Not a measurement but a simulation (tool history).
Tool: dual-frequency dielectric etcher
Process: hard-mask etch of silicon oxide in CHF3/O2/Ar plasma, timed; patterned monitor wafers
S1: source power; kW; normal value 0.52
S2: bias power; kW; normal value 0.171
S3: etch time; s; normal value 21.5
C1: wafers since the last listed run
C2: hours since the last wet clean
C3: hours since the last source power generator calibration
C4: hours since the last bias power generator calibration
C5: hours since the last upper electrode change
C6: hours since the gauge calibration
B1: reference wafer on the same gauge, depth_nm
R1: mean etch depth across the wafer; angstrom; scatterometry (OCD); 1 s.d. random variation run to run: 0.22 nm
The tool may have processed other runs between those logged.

run   hour    S1     S2    S3   C1     C2      C3      C4      C5     C6     B1     R1
  1      0  0.43  0.171  21.5    0  228.6  3252.7  3521.9  3988.5   90.9  30.48  365.9
  2   13.6  0.45  0.171  21.5  171  242.2  3266.3  3535.5  4002.1  104.5  30.53  369.4
  3   29.5  0.45  0.171  21.5  200  258.1  3282.2  3551.4    4018  120.4  30.44  371.6
  4   52.7  0.52  0.171  21.5  292  281.3  3305.4  3574.6  4041.2  143.6   30.4  383.9
  5   80.2  0.52  0.171  21.5  346  308.8  3332.9  3602.1  4068.7  171.1  30.59  386.7
  6   95.3  0.52  0.186  21.5  190  323.9    3348  3617.2  4083.8  186.2  30.47  407.4
       133  -- upper electrode replaced
  7  133.5  0.52  0.171  21.5  179  362.1  3386.2  3655.4     0.5  224.4  30.61  387.5
  8  144.5  0.52  0.171  21.5  138  373.1  3397.2  3666.4    11.5  235.4  30.45  388.9
     163.5  -- source power generator calibrated
  9  170.1  0.46  0.171  21.5  272  398.7     6.6    3692    37.1    261  30.58  375.6
 10  198.2  0.46  0.171  21.5  354  426.8    34.7  3720.1    65.2  289.1  30.54  382.7
 11  219.5   0.4  0.158    19  268  448.1      56  3741.4    86.5  310.4  30.49  307.3
 12  233.7  0.62  0.171  25.5  179  462.3    70.2  3755.6   100.7  324.6  30.44  490.2
 13  246.9  0.52  0.171  21.5  166  475.5    83.4  3768.8   113.9  337.8  30.53  389.6
 14  270.3  0.59  0.134    17  295  498.9   106.8  3792.2   137.3  361.2  30.54  281.7
 15  283.5  0.49  0.134  24.5  166  512.1     120  3805.4   150.5  374.4  30.46  384.9
     292.3  -- bias power generator calibrated
     298.8  -- gauge calibrated
     311.8  -- wet clean of the chamber
 16  317.8  0.61  0.199  25.5  136      6   154.3    25.5   184.8     19  30.52  516.5
 17  346.9  0.41  0.187    25  366   35.1   183.4    54.6   213.9   48.1  30.56  437.8
 18  362.1  0.52  0.171  21.5  191   50.3   198.6    69.8   229.1   63.3  30.54  384.5
 19  378.1  0.52  0.136  21.5  201   66.3   214.6    85.8   245.1   79.3   30.5  336.3
 20  397.9  0.62  0.213    25  249   86.1   234.4   105.6   264.9   99.1  30.52  523.4
 21  410.7  0.57  0.128  15.5  161   98.9   247.2   118.4   277.7  111.9  30.52  243.1

How would selected steps in R1 from run to run divide? Give the signed amount a tool lacking its hidden state would still show from settings, what came in and random variation, and the signed amount left for the hidden state, including any gauge scatter that is not in both of the compared results.
What the log doesn't record here: etch rate over this chamber's usual, %; source power that arrives over what is set, %; bias power that arrives over what is set, %; gauge reads high (%).
Run 11 -> 12: S1 0.4 -> 0.62, S2 0.158 -> 0.171, S3 19 -> 25.5. R1 +182.9 angstrom: hidden state +6.4, all else +176.5.
Run 15 -> 16: S1 0.49 -> 0.61, S2 0.134 -> 0.199, S3 24.5 -> 25.5, bias power generator calibrated, gauge calibrated, wet clean of the chamber. R1 +131.6 angstrom: hidden state -8.5, all else +140.1.
Run 19 -> 20: S1 0.52 -> 0.62, S2 0.136 -> 0.213, S3 21.5 -> 25. R1 +187.1 angstrom: hidden state +3.9, all else +183.2.
Run 20 -> 21: S1 0.62 -> 0.57, S2 0.213 -> 0.128, S3 25 -> 15.5. R1 -280.3 angstrom: hidden state -4.7, all else -275.6.
